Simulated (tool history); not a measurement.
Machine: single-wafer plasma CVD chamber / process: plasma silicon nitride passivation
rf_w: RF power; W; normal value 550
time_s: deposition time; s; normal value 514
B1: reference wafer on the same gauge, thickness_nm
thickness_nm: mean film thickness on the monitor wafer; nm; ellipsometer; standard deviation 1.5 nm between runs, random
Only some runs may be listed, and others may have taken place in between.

Run 1, hour 0.0: usual settings; B1 677.966. Result: thickness_nm 749.942 nm.
Run 2, hour 54.7: usual settings; B1 677.946. Result: thickness_nm 751.214 nm.
Run 3, hour 95.2: usual settings; B1 677.966. Result: thickness_nm 746.331 nm.
Run 4, hour 126.3: usual settings but rf_w 635 W; B1 677.935. Result: thickness_nm 780.611 nm.
Run 5, hour 178.4: usual settings but rf_w 635 W; B1 677.874. Result: thickness_nm 781.749 nm.
Run 6, hour 205.6: usual settings but time_s 435 s; B1 677.855. Result: thickness_nm 635.696 nm.
Run 7, hour 262.6: usual settings but time_s 435 s; B1 678.041. Result: thickness_nm 633.453 nm.
Run 8, hour 325.8: usual settings but time_s 435 s; B1 678.060. Result: thickness_nm 636.277 nm.
Run 9, hour 380.7: usual settings but rf_w 465 W, time_s 458 s; B1 678.274. Result: thickness_nm 635.942 nm.
Run 10, hour 436.2: usual settings but rf_w 465 W, time_s 458 s; B1 678.042. Result: thickness_nm 638.312 nm.
Run 11, hour 467.5: usual settings but rf_w 465 W, time_s 458 s; B1 678.147. Result: thickness_nm 636.684 nm.
At hour 512.5: RF generator calibrated.
Run 12, hour 522.7: usual settings but time_s 589 s; B1 677.962. Result: thickness_nm 858.492 nm.
Run 13, hour 579.3: usual settings but time_s 462 s; B1 677.970. Result: thickness_nm 675.289 nm.
Run 14, hour 640.2: usual settings but time_s 462 s; B1 678.426. Result: thickness_nm 675.241 nm.
Run 15, hour 705.2: usual settings but time_s 420 s; B1 677.950. Result: thickness_nm 615.909 nm.
At hour 716.2: gauge calibrated.
Run 16, hour 755.2: usual settings but rf_w 600 W, time_s 418 s; B1 677.871. Result: thickness_nm 627.386 nm.
Run 17, hour 801.0: usual settings but rf_w 645 W, time_s 542 s; B1 678.161. Result: thickness_nm 828.930 nm.
Run 18, hour 846.8: usual settings but rf_w 580 W, time_s 563 s; B1 677.861. Result: thickness_nm 833.336 nm.
Run 19, hour 893.7: usual settings but rf_w 655 W; B1 678.011. Result: thickness_nm 785.850 nm.
At hour 945.9: showerhead replaced.
Run 20, hour 964.7: usual settings; B1 678.221. Result: thickness_nm 748.927 nm.
Run 21, hour 1032.3: usual settings but rf_w 620 W, time_s 548 s; B1 678.095. Result: thickness_nm 828.149 nm.
Run 22, hour 1059.6: usual settings but time_s 607 s; B1 678.134. Result: thickness_nm 882.697 nm.
Run 23, hour 1131.1: usual settings but rf_w 600 W, time_s 437 s; B1 677.822. Result: thickness_nm 653.002 nm.
Run 24, hour 1181.6: usual settings but rf_w 440 W, time_s 477 s; B1 677.845. Result: thickness_nm 656.671 nm.
Run 25, hour 1215.1: usual settings; B1 677.692. Result: thickness_nm 750.266 nm.
Run 26, hour 1270.3: usual settings but time_s 453 s; B1 677.869. Result: thickness_nm 660.854 nm.
Run 27, hour 1338.2: usual settings; B1 678.071. Result: thickness_nm 749.713 nm.
Run 28, hour 1380.3: usual settings but rf_w 610 W, time_s 541 s; B1 678.046. Result: thickness_nm 813.903 nm.
Run 29, hour 1422.6: usual settings but rf_w 470 W, time_s 483 s; B1 678.201. Result: thickness_nm 673.682 nm.

Alternative continuations, all from the tool just after run 29; predict every row:
Run A, hour 1423.1: usual settings; B1 ?. Result: thickness_nm ?.
Run B, hour 1423.1: usual settings but rf_w 585 W, time_s 468 s; B1 ?. Result: thickness_nm ?.
Run C, hour 1423.1: usual settings but rf_w 630 W, time_s 431 s; B1 ?. Result: thickness_nm ?.
Run D, hour 1423.1: usual settings but rf_w 600 W, time_s 550 s; B1 ?. Result: thickness_nm ?.

run       B1  thickness_nm
  A  677.968       752.607
  B  677.968       697.193
  C  677.968       655.595
  D  677.968       825.197
What these runs would have given with no unlogged condition in the tool:
run  thickness_nm
  A       752.607
  B       697.193
  C       655.595
  D       825.197
